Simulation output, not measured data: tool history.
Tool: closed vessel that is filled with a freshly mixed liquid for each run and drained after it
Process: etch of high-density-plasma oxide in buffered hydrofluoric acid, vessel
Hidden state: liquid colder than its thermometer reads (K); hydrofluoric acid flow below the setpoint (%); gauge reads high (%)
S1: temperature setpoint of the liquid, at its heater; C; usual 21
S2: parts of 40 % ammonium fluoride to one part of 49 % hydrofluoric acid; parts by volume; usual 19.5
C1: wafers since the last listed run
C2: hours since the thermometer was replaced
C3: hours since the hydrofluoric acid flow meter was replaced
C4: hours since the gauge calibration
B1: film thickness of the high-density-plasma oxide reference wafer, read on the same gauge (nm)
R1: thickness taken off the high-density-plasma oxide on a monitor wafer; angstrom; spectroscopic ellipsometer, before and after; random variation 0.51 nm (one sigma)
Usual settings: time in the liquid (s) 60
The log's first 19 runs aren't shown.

{"run": 20, "day": 60.492, "S1": 21, "S2": 24, "time in the liquid (s)": 60, "C1": 3637, "C2": 717.5, "C3": 402.8, "C4": 272.8, "B1": 79.98, "R1": 607.5}
{"run": 21, "day": 63.175, "S1": 21, "S2": 19.5, "time in the liquid (s)": 60, "C1": 6246, "C2": 781.9, "C3": 467.2, "C4": 337.2, "B1": 80, "R1": 705.7}
{"run": 22, "day": 67.158, "S1": 25, "S2": 14.5, "time in the liquid (s)": 90, "C1": 9272, "C2": 877.5, "C3": 562.8, "C4": 432.8, "B1": 80.03, "R1": 1770.7}
{"run": 23, "day": 69.429, "S1": 21, "S2": 19.5, "time in the liquid (s)": 60, "C1": 5286, "C2": 932, "C3": 617.3, "C4": 487.3, "B1": 80.05, "R1": 692.1}
{"run": 24, "day": 71.6, "S1": 22.5, "S2": 26.5, "time in the liquid (s)": 40, "C1": 5053, "C2": 984.1, "C3": 669.4, "C4": 539.4, "B1": 80, "R1": 413}
{"run": 25, "day": 74.058, "S1": 21, "S2": 19.5, "time in the liquid (s)": 60, "C1": 5722, "C2": 1043.1, "C3": 728.4, "C4": 598.4, "B1": 79.99, "R1": 696.3}
{"run": 26, "day": 77.15, "S1": 24.5, "S2": 14, "time in the liquid (s)": 30, "C1": 7196, "C2": 1117.3, "C3": 802.6, "C4": 672.6, "B1": 79.99, "R1": 585.7}
{"run": 27, "day": 79.779, "S1": 17, "S2": 22, "time in the liquid (s)": 60, "C1": 6120, "C2": 1180.4, "C3": 865.7, "C4": 735.7, "B1": 79.98, "R1": 511.7}
{"run": 28, "day": 84.25, "S1": 25.5, "S2": 19.5, "time in the liquid (s)": 60, "C1": 10407, "C2": 1287.7, "C3": 973, "C4": 843, "B1": 80.02, "R1": 896.2}
{"run": 29, "day": 87.046, "S1": 19, "S2": 24, "time in the liquid (s)": 40, "C1": 6508, "C2": 1354.8, "C3": 1040.1, "C4": 910.1, "B1": 79.99, "R1": 357.9}
{"run": 30, "day": 90.004, "S1": 23.5, "S2": 22, "time in the liquid (s)": 35, "C1": 6886, "C2": 1425.8, "C3": 1111.1, "C4": 981.1, "B1": 80, "R1": 425.6}

Forecast each of these 5 alternatives for the next run:
{"run": "A", "day": 90.033, "S1": 19.5, "S2": 19.5, "time in the liquid (s)": 60, "C1": 67, "C2": 1426.5, "C3": 1111.8, "C4": 981.8, "B1": "?", "R1": "?"}
{"run": "B", "day": 90.033, "S1": 21, "S2": 15, "time in the liquid (s)": 50, "C1": 67, "C2": 1426.5, "C3": 1111.8, "C4": 981.8, "B1": "?", "R1": "?"}
{"run": "C", "day": 90.033, "S1": 23.5, "S2": 27.5, "time in the liquid (s)": 80, "C1": 67, "C2": 1426.5, "C3": 1111.8, "C4": 981.8, "B1": "?", "R1": "?"}
{"run": "D", "day": 90.033, "S1": 17.5, "S2": 12, "time in the liquid (s)": 60, "C1": 67, "C2": 1426.5, "C3": 1111.8, "C4": 981.8, "B1": "?", "R1": "?"}
{"run": "E", "day": 90.033, "S1": 21, "S2": 13, "time in the liquid (s)": 75, "C1": 67, "C2": 1426.5, "C3": 1111.8, "C4": 981.8, "B1": "?", "R1": "?"}

run=A B1=79.99 R1=645.9
run=B B1=79.99 R1=752.5
run=C B1=79.99 R1=849
run=D B1=79.99 R1=923.1
run=E B1=79.99 R1=1299.2
Without the tool's hidden state the same runs would have given:
run=A R1=674.4
run=B R1=791.8
run=C R1=879.8
run=D R1=971.1
run=E R1=1366.8

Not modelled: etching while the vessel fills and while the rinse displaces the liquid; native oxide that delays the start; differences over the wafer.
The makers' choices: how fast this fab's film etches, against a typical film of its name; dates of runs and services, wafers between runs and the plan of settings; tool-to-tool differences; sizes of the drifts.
